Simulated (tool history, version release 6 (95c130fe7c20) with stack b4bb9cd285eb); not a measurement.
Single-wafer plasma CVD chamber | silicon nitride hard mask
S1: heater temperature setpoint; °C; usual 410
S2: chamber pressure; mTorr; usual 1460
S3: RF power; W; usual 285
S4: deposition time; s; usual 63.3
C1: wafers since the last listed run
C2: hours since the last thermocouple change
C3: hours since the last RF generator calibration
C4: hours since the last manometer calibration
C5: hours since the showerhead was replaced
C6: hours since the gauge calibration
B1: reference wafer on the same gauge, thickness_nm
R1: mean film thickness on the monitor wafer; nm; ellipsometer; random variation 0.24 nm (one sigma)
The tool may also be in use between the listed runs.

Run 1, day 0.000: usual settings; C1 0; C2 1242.5; C3 1549.8; C4 701.1; C5 7265.6; C6 1139.1; B1 80.813. Result: R1 65.668 nm.
Run 2, day 4.317: usual settings; C1 2410; C2 1346.1; C3 1653.4; C4 804.7; C5 7369.2; C6 1242.7; B1 80.836. Result: R1 65.956 nm.
Run 3, day 17.279: usual settings; C1 7238; C2 1657.2; C3 1964.5; C4 1115.8; C5 7680.3; C6 1553.8; B1 80.733. Result: R1 66.424 nm.
Run 4, day 21.604: usual settings; C1 2414; C2 1761.0; C3 2068.3; C4 1219.6; C5 7784.1; C6 1657.6; B1 80.738. Result: R1 65.561 nm.
Run 5, day 24.712: usual settings but S1 405 °C, S4 60.4 s; C1 1735; C2 1835.6; C3 2142.9; C4 1294.2; C5 7858.7; C6 1732.2; B1 80.814. Result: R1 62.989 nm.
Run 6, day 26.862: usual settings but S1 405 °C, S4 60.4 s; C1 1200; C2 1887.2; C3 2194.5; C4 1345.8; C5 7910.3; C6 1783.8; B1 80.801. Result: R1 63.400 nm.
At day 27.758: thermocouple changed; heater temperature recalibrated.
At day 29.608: RF generator calibrated.
Run 7, day 30.858: usual settings but S1 405 °C, S4 60.4 s; C1 1858; C2 74.4; C3 30.0; C4 1441.7; C5 8006.2; C6 1879.7; B1 80.846. Result: R1 65.297 nm.
Run 8, day 34.112: usual settings; C1 1817; C2 152.5; C3 108.1; C4 1519.8; C5 8084.3; C6 1957.8; B1 80.809. Result: R1 67.748 nm.
At day 35.008: gauge calibrated.
Run 9, day 35.825: usual settings; C1 956; C2 193.6; C3 149.2; C4 1560.9; C5 8125.4; C6 19.6; B1 80.835. Result: R1 67.736 nm.
Run 10, day 37.992: usual settings; C1 1209; C2 245.6; C3 201.2; C4 1612.9; C5 8177.4; C6 71.6; B1 80.731. Result: R1 68.156 nm.
At day 40.250: capacitance manometer re-zeroed and calibrated.
Run 11, day 41.746: usual settings but S4 57.1 s; C1 1910; C2 335.7; C3 291.3; C4 35.9; C5 8267.5; C6 161.7; B1 80.833. Result: R1 59.954 nm.
At day 44.842: showerhead replaced.
Run 12, day 45.771: usual settings; C1 2061; C2 432.3; C3 387.9; C4 132.5; C5 22.3; C6 258.3; B1 80.769. Result: R1 66.266 nm.
Run 13, day 49.796: usual settings but S1 398 °C, S2 1630 mTorr; C1 2247; C2 528.9; C3 484.5; C4 229.1; C5 118.9; C6 354.9; B1 80.848. Result: R1 68.469 nm.
Run 14, day 51.933: usual settings but S1 418 °C, S2 1330 mTorr, S3 240 W; C1 1193; C2 580.2; C3 535.8; C4 280.4; C5 170.2; C6 406.2; B1 80.865. Result: R1 59.321 nm.
Run 15, day 56.133: usual settings but S1 416 °C, S2 1200 mTorr; C1 2345; C2 681.0; C3 636.6; C4 381.2; C5 271.0; C6 507.0; B1 80.794. Result: R1 63.094 nm.
Run 16, day 60.008: usual settings; C1 2163; C2 774.0; C3 729.6; C4 474.2; C5 364.0; C6 600.0; B1 80.808. Result: R1 65.943 nm.
Run 17, day 64.492: usual settings but S2 1660 mTorr; C1 2503; C2 881.6; C3 837.2; C4 581.8; C5 471.6; C6 707.6; B1 80.690. Result: R1 67.854 nm.
Run 18, day 66.588: usual settings; C1 1170; C2 931.9; C3 887.5; C4 632.1; C5 521.9; C6 757.9; B1 80.712. Result: R1 66.196 nm.
Run 19, day 68.812: usual settings; C1 1242; C2 985.3; C3 940.9; C4 685.5; C5 575.3; C6 811.3; B1 80.804. Result: R1 65.834 nm.
Run 20, day 71.833: usual settings but S1 404 °C, S2 1670 mTorr, S3 270 W; C1 1686; C2 1057.8; C3 1013.4; C4 758.0; C5 647.8; C6 883.8; B1 80.740. Result: R1 66.339 nm.
Run 21, day 73.829: usual settings but S4 71.3 s; C1 1114; C2 1105.7; C3 1061.3; C4 805.9; C5 695.7; C6 931.7; B1 80.904. Result: R1 74.241 nm.
Run 22, day 75.567: usual settings but S3 335 W; C1 970; C2 1147.4; C3 1103.0; C4 847.6; C5 737.4; C6 973.4; B1 80.821. Result: R1 71.400 nm.
Run 23, day 78.096: usual settings but S1 399 °C, S2 1650 mTorr, S3 265 W, S4 67.4 s; C1 1412; C2 1208.1; C3 1163.7; C4 908.3; C5 798.1; C6 1034.1; B1 80.755. Result: R1 69.743 nm.
Run 24, day 79.721: usual settings but S2 1710 mTorr, S3 340 W, S4 53.8 s; C1 907; C2 1247.1; C3 1202.7; C4 947.3; C5 837.1; C6 1073.1; B1 80.806. Result: R1 63.363 nm.
Run 25, day 83.167: usual settings but S1 415 °C; C1 1924; C2 1329.8; C3 1285.4; C4 1030.0; C5 919.8; C6 1155.8; B1 80.825. Result: R1 65.625 nm.
Run 26, day 90.533: usual settings but S2 1270 mTorr; C1 4113; C2 1506.6; C3 1462.2; C4 1206.8; C5 1096.6; C6 1332.6; B1 80.787. Result: R1 63.727 nm.

Hidden state or all else? Some run-to-run changes of R1, split into what the settings, what came in and random variation would give without the hidden state, and what is left for the hidden state (with any gauge scatter that isn't in both results):
The hidden state here: wafer temperature above the value expected at the setpoint (K); delivered RF power above the setpoint (%); true pressure above the setpoint (%); gauge reads high (%).
Run 6 -> 7: thermocouple changed; heater temperature recalibrated, RF generator calibrated. R1 +1.897 nm: hidden state +2.204, all else -0.307.
Run 10 -> 11: S4 63.3 -> 57.1, capacitance manometer re-zeroed and calibrated. R1 -8.202 nm: hidden state -1.253, all else -6.949.
Run 13 -> 14: S1 398 -> 418, S2 1630 -> 1330, S3 285 -> 240. R1 -9.148 nm: hidden state +0.095, all else -9.243.
